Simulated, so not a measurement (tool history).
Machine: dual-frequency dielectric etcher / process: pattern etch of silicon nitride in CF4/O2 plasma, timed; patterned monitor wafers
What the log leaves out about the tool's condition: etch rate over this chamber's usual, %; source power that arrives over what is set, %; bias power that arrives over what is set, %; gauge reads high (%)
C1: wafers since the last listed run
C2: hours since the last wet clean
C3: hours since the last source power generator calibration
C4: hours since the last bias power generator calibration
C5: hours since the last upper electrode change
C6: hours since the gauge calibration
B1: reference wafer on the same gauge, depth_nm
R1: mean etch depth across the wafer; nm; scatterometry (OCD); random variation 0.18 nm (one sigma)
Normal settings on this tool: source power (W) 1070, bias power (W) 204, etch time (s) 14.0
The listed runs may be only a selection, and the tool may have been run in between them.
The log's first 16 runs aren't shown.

Run 17, hour 842.8: usual settings but source power (W) 1150, bias power (W) 238, etch time (s) 18.0; C1 418; C2 427.7; C3 1277.9; C4 5023.1; C5 82.1; C6 1431.5; B1 54.9. Result: R1 80.0 nm.
At hour 904.4: source power generator calibrated.
At hour 940.8: gauge calibrated.
Run 18, hour 941.5: usual settings; C1 1295; C2 526.4; C3 37.1; C4 5121.8; C5 180.8; C6 0.7; B1 54.9. Result: R1 53.9 nm.
At hour 975.0: bias power generator calibrated.
Run 19, hour 990.2: usual settings but bias power (W) 228; C1 611; C2 575.1; C3 85.8; C4 15.2; C5 229.5; C6 49.4; B1 54.9. Result: R1 58.4 nm.
Run 20, hour 1061.5: usual settings but source power (W) 1190, bias power (W) 160; C1 975; C2 646.4; C3 157.1; C4 86.5; C5 300.8; C6 120.7; B1 54.9. Result: R1 46.1 nm.
Run 21, hour 1104.8: usual settings but source power (W) 870; C1 592; C2 689.7; C3 200.4; C4 129.8; C5 344.1; C6 164.0; B1 54.9. Result: R1 49.3 nm.
At hour 1142.7: wet clean of the chamber.
Run 22, hour 1241.4: usual settings but source power (W) 1000, bias power (W) 170, etch time (s) 15.0; C1 1540; C2 98.7; C3 337.0; C4 266.4; C5 480.7; C6 300.6; B1 54.9. Result: R1 49.5 nm.
Run 23, hour 1272.4: usual settings but bias power (W) 221; C1 424; C2 129.7; C3 368.0; C4 297.4; C5 511.7; C6 331.6; B1 54.9. Result: R1 58.3 nm.
Run 24, hour 1327.3: usual settings but source power (W) 1180; C1 751; C2 184.6; C3 422.9; C4 352.3; C5 566.6; C6 386.5; B1 54.9. Result: R1 56.8 nm.
Run 25, hour 1364.2: usual settings; C1 504; C2 221.5; C3 459.8; C4 389.2; C5 603.5; C6 423.4; B1 54.9. Result: R1 54.9 nm.
Run 26, hour 1423.6: usual settings but etch time (s) 13.0; C1 812; C2 280.9; C3 519.2; C4 448.6; C5 662.9; C6 482.8; B1 54.9. Result: R1 50.5 nm.
Run 27, hour 1468.0: usual settings; C1 607; C2 325.3; C3 563.6; C4 493.0; C5 707.3; C6 527.2; B1 54.9. Result: R1 54.3 nm.
Run 28, hour 1527.4: usual settings but source power (W) 1180, bias power (W) 220, etch time (s) 12.0; C1 812; C2 384.7; C3 623.0; C4 552.4; C5 766.7; C6 586.6; B1 54.9. Result: R1 51.6 nm.
Run 29, hour 1584.1: usual settings but source power (W) 1340, bias power (W) 164, etch time (s) 13.0; C1 775; C2 441.4; C3 679.7; C4 609.1; C5 823.4; C6 643.3; B1 54.9. Result: R1 46.8 nm.
Run 30, hour 1668.4: usual settings but bias power (W) 159, etch time (s) 18.0; C1 1153; C2 525.7; C3 764.0; C4 693.4; C5 907.7; C6 727.6; B1 55.0. Result: R1 56.7 nm.
Run 31, hour 1696.9: usual settings but source power (W) 950, bias power (W) 177, etch time (s) 12.0; C1 389; C2 554.2; C3 792.5; C4 721.9; C5 936.2; C6 756.1; B1 54.9. Result: R1 39.6 nm.

Below are 3 alternative next runs, each starting from the tool's condition after run 31. Predict each:
Run A, hour 1697.3: usual settings; C1 5; C2 554.6; C3 792.9; C4 722.3; C5 936.6; C6 756.5; B1 ?. Result: R1 ?.
Run B, hour 1697.3: usual settings but source power (W) 900; C1 5; C2 554.6; C3 792.9; C4 722.3; C5 936.6; C6 756.5; B1 ?. Result: R1 ?.
Run C, hour 1697.3: usual settings but bias power (W) 229; C1 5; C2 554.6; C3 792.9; C4 722.3; C5 936.6; C6 756.5; B1 ?. Result: R1 ?.

run    B1    R1
  A  54.9  54.2
  B  54.9  50.5
  C  54.9  58.9
Had the tool no hidden state, the same runs would have come out as:
run    R1
  A  55.2
  B  51.4
  C  60.0
